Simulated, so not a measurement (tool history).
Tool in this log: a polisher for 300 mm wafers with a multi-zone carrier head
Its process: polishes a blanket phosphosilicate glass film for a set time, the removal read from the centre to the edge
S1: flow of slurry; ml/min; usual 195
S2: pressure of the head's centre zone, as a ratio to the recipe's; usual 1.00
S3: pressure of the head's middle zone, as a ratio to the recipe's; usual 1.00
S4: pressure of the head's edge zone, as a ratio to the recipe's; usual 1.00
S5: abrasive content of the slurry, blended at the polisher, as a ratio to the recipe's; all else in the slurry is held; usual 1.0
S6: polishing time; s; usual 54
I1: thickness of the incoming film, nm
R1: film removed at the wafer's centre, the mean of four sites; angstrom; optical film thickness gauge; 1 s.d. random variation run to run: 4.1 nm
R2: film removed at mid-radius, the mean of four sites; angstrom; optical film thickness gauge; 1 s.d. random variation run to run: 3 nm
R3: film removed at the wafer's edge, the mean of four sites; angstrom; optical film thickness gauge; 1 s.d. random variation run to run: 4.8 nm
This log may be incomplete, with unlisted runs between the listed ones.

run	hour	S1	S2	S3	S4	S5	S6	I1	R1	R2	R3
1	0.0	195	1.00	1.00	1.00	1.0	61	3018.2	3209	3408	3456
2	22.7	195	1.00	1.00	1.00	1.0	61	3000.4	3159	3399	3511
3	55.8	195	1.00	1.00	1.00	1.0	61	3012.8	3172	3363	3533
# hour 67.1: worn pad replaced by a new one
4	79.2	195	1.00	1.00	1.00	0.8	54	3068.1	2534	2664	2630
5	141.0	195	1.00	1.00	1.00	0.8	54	3043.5	2441	2619	2751
6	161.5	195	1.00	1.00	1.00	0.8	54	3057.3	2419	2589	2778
# hour 176.1: carrier head's membrane replaced by a new one
# hour 177.4: worn pad replaced by a new one
7	186.4	195	1.00	1.00	1.00	1.0	54	3024.0	2753	3011	3116
8	199.6	195	1.00	1.00	1.00	1.0	54	2982.0	2742	3007	3101
# hour 226.8: slurry nozzle cleaned
9	231.1	235	1.00	0.93	1.00	1.0	54	3052.1	3025	3098	3266
10	243.9	245	1.00	1.00	1.03	0.8	54	3062.1	2681	2878	2989
11	262.8	230	1.00	0.94	1.00	1.0	54	3038.7	2972	3059	3288
# hour 280.3: edge zone pressure recalibrated
# hour 286.9: worn pad replaced by a new one
12	290.4	195	1.00	0.90	1.00	1.0	54	3073.1	2845	2897	3169
13	315.7	195	1.00	1.00	1.00	1.0	54	3020.1	2922	3118	3186
14	345.9	195	1.00	1.00	1.00	1.0	54	3011.5	2821	3034	3159
15	380.6	195	1.00	0.90	1.08	1.0	54	3066.8	2737	2801	3183
# hour 385.3: centre zone pressure recalibrated
# hour 404.9: worn pad replaced by a new one
16	410.0	195	1.00	1.00	1.00	0.8	54	3071.0	2656	2658	2633
# hour 510.9: worn pad replaced by a new one
17	511.8	255	1.11	1.00	1.04	1.0	54	3088.1	3364	3085	3149

For some of the steps in R1 from one run to the next: how much would appear even if the tool had no hidden state, given the settings, what came in and random variation, and how much remains for the hidden state plus any gauge scatter that the measured result and the result without hidden state don't share?
Hidden state present: removal rate lost through wear of the pad, %; slurry flow missing at the pad, %; deviation of the centre zone's pressure from its setpoint, %; deviation of the edge zone's pressure from its setpoint, %.
Run 8 -> 9: S1 195 -> 235, S3 1.00 -> 0.93, slurry nozzle cleaned. R1 +283 angstrom: hidden state +222, all else +61.
Run 16 -> 17: S1 195 -> 255, S2 1.00 -> 1.11, S4 1.00 -> 1.04, S5 0.8 -> 1.0, worn pad replaced by a new one. R1 +708 angstrom: hidden state -159, all else +867.
